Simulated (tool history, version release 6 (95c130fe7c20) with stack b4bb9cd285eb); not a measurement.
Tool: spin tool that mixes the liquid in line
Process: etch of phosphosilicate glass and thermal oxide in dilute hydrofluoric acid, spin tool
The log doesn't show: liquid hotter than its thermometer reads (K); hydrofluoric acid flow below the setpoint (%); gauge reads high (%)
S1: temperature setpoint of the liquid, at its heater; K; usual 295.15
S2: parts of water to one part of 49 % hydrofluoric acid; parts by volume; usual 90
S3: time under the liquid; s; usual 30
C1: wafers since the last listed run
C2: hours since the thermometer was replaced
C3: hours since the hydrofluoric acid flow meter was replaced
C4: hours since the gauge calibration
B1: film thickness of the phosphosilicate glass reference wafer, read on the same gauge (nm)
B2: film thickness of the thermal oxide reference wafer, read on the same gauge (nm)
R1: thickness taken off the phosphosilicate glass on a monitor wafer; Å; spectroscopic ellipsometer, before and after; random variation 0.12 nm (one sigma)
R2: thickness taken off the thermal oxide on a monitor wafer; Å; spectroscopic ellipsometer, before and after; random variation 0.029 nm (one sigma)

Run 1, hour 0.0: usual settings; C1 0; C2 2567.8; C3 1956.5; C4 612.3; B1 50.01; B2 69.979. Result: R1 308.0 Å, R2 15.11 Å.
Run 2, hour 99.5: usual settings; C1 1693; C2 2667.3; C3 2056.0; C4 711.8; B1 49.99; B2 69.995. Result: R1 310.2 Å, R2 15.92 Å.
Run 3, hour 156.9: usual settings but S3 15 s; C1 977; C2 2724.7; C3 2113.4; C4 769.2; B1 50.01; B2 70.021. Result: R1 155.0 Å, R2 7.94 Å.
Run 4, hour 246.5: usual settings but S3 15 s; C1 1525; C2 2814.3; C3 2203.0; C4 858.8; B1 49.99; B2 70.001. Result: R1 156.9 Å, R2 7.90 Å.
Run 5, hour 342.8: usual settings but S3 15 s; C1 1639; C2 2910.6; C3 2299.3; C4 955.1; B1 50.01; B2 70.019. Result: R1 156.0 Å, R2 8.08 Å.
At hour 378.9: hydrofluoric acid flow meter replaced.
At hour 379.6: gauge calibrated.
Run 6, hour 402.7: usual settings but S2 110 parts by volume; C1 1002; C2 2970.5; C3 23.8; C4 23.1; B1 49.97; B2 70.000. Result: R1 249.1 Å, R2 12.65 Å.
Run 7, hour 485.6: usual settings but S2 110 parts by volume; C1 1411; C2 3053.4; C3 106.7; C4 106.0; B1 49.97; B2 70.008. Result: R1 249.1 Å, R2 12.49 Å.
At hour 530.4: thermometer replaced.
Run 8, hour 535.5: usual settings but S2 55 parts by volume, S3 40 s; C1 832; C2 5.1; C3 156.6; C4 155.9; B1 50.01; B2 69.940. Result: R1 754.1 Å, R2 37.86 Å.
Run 9, hour 611.6: usual settings but S1 291.15 K, S2 110 parts by volume; C1 1295; C2 81.2; C3 232.7; C4 232.0; B1 50.00; B2 70.036. Result: R1 223.0 Å, R2 11.50 Å.
Run 10, hour 699.8: usual settings but S1 299.65 K, S2 60 parts by volume, S3 15 s; C1 1501; C2 169.4; C3 320.9; C4 320.2; B1 50.01; B2 70.013. Result: R1 308.7 Å, R2 15.83 Å.
At hour 707.2: thermometer replaced, repeated, since the last time left the tool worse.
Run 11, hour 779.6: usual settings but S1 291.65 K, S2 70 parts by volume, S3 45 s; C1 1341; C2 72.4; C3 400.7; C4 400.0; B1 50.01; B2 69.964. Result: R1 494.2 Å, R2 24.80 Å.
Run 12, hour 837.5: usual settings but S1 296.65 K, S2 60 parts by volume; C1 985; C2 130.3; C3 458.6; C4 457.9; B1 49.99; B2 70.003. Result: R1 479.8 Å, R2 24.41 Å.
Run 13, hour 893.9: usual settings but S3 40 s; C1 960; C2 186.7; C3 515.0; C4 514.3; B1 50.01; B2 70.006. Result: R1 391.1 Å, R2 19.64 Å.
Run 14, hour 996.6: usual settings but S1 299.65 K, S2 60 parts by volume, S3 15 s; C1 1748; C2 289.4; C3 617.7; C4 617.0; B1 50.02; B2 69.993. Result: R1 274.2 Å, R2 13.60 Å.

Forecast each of these 3 alternatives for the next run:
Run A, hour 997.0: usual settings; C1 6; C2 289.8; C3 618.1; C4 617.4; B1 ?; B2 ?. Result: R1 ?, R2 ?.
Run B, hour 997.0: usual settings but S1 298.15 K, S2 70 parts by volume; C1 6; C2 289.8; C3 618.1; C4 617.4; B1 ?; B2 ?. Result: R1 ?, R2 ?.
Run C, hour 997.0: usual settings but S1 298.65 K, S3 45 s; C1 6; C2 289.8; C3 618.1; C4 617.4; B1 ?; B2 ?. Result: R1 ?, R2 ?.

run     B1      B2     R1     R2
  A  49.99  70.017  294.1  15.25
  B  49.99  70.017  437.7  22.70
  C  49.99  70.017  507.3  26.31
Without the tool's hidden state the same runs would have given:
run     R1     R2
  A  290.5  15.06
  B  432.2  22.42
  C  501.2  25.99
